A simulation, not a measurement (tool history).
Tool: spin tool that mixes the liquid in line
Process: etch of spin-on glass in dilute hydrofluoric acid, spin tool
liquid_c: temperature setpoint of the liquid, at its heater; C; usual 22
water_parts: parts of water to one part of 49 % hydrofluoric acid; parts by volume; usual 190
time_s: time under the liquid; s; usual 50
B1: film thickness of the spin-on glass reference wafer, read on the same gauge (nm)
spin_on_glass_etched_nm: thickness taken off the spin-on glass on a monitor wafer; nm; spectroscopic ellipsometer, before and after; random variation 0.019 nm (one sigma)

Run 1, hour 0: usual settings but water_parts 265 parts by volume; B1 60. Result: spin_on_glass_etched_nm 2.71 nm.
Run 2, hour 12.8: usual settings; B1 60. Result: spin_on_glass_etched_nm 4.05 nm.
Run 3, hour 28.7: usual settings; B1 60.02. Result: spin_on_glass_etched_nm 4.02 nm.
Run 4, hour 36.9: usual settings; B1 60. Result: spin_on_glass_etched_nm 4.04 nm.
Run 5, hour 49.7: usual settings but liquid_c 18.5 C; B1 60. Result: spin_on_glass_etched_nm 3.5 nm.
At hour 55.3: thermometer replaced.
Run 6, hour 63.1: usual settings but time_s 40 s; B1 60.01. Result: spin_on_glass_etched_nm 3.48 nm.
At hour 64.9: hydrofluoric acid flow meter replaced.
Run 7, hour 77.4: usual settings but time_s 40 s; B1 60. Result: spin_on_glass_etched_nm 4.03 nm.
Run 8, hour 88.9: usual settings; B1 60. Result: spin_on_glass_etched_nm 4.99 nm.
Run 9, hour 95.8: usual settings; B1 60.03. Result: spin_on_glass_etched_nm 4.99 nm.
At hour 96.9: gauge calibrated.
Run 10, hour 104: usual settings but time_s 75 s; B1 60.01. Result: spin_on_glass_etched_nm 7.48 nm.
Run 11, hour 114.8: usual settings but time_s 35 s; B1 60.01. Result: spin_on_glass_etched_nm 3.46 nm.
Run 12, hour 122.1: usual settings but water_parts 125 parts by volume, time_s 80 s; B1 60.02. Result: spin_on_glass_etched_nm 12.93 nm.
Run 13, hour 132.6: usual settings but water_parts 120 parts by volume; B1 60.01. Result: spin_on_glass_etched_nm 8.49 nm.
Run 14, hour 146.5: usual settings but water_parts 105 parts by volume; B1 60.01. Result: spin_on_glass_etched_nm 9.78 nm.
Run 15, hour 152.6: usual settings but water_parts 155 parts by volume, time_s 40 s; B1 60.01. Result: spin_on_glass_etched_nm 5.04 nm.
Run 16, hour 159.5: usual settings but liquid_c 25 C, time_s 20 s; B1 60.04. Result: spin_on_glass_etched_nm 2.21 nm.
Run 17, hour 170.3: usual settings; B1 60.01. Result: spin_on_glass_etched_nm 4.95 nm.

4 ways to go on from here, each from the tool as it stands after run 17. What would each give?
Run A, hour 170.7: usual settings; B1 ?. Result: spin_on_glass_etched_nm ?.
Run B, hour 170.7: usual settings but liquid_c 24.5 C, water_parts 120 parts by volume, time_s 70 s; B1 ?. Result: spin_on_glass_etched_nm ?.
Run C, hour 170.7: usual settings but liquid_c 26 C, water_parts 110 parts by volume; B1 ?. Result: spin_on_glass_etched_nm ?.
Run D, hour 170.7: usual settings but liquid_c 19.5 C; B1 ?. Result: spin_on_glass_etched_nm ?.

run     B1  spin_on_glass_etched_nm
  A  59.98                     4.89
  B  59.98                    12.91
  C  59.98                    10.79
  D  59.98                     4.44
Without the tool's hidden state the same runs would have given:
run  spin_on_glass_etched_nm
  A                      5.1
  B                    13.46
  C                    11.25
  D                     4.63
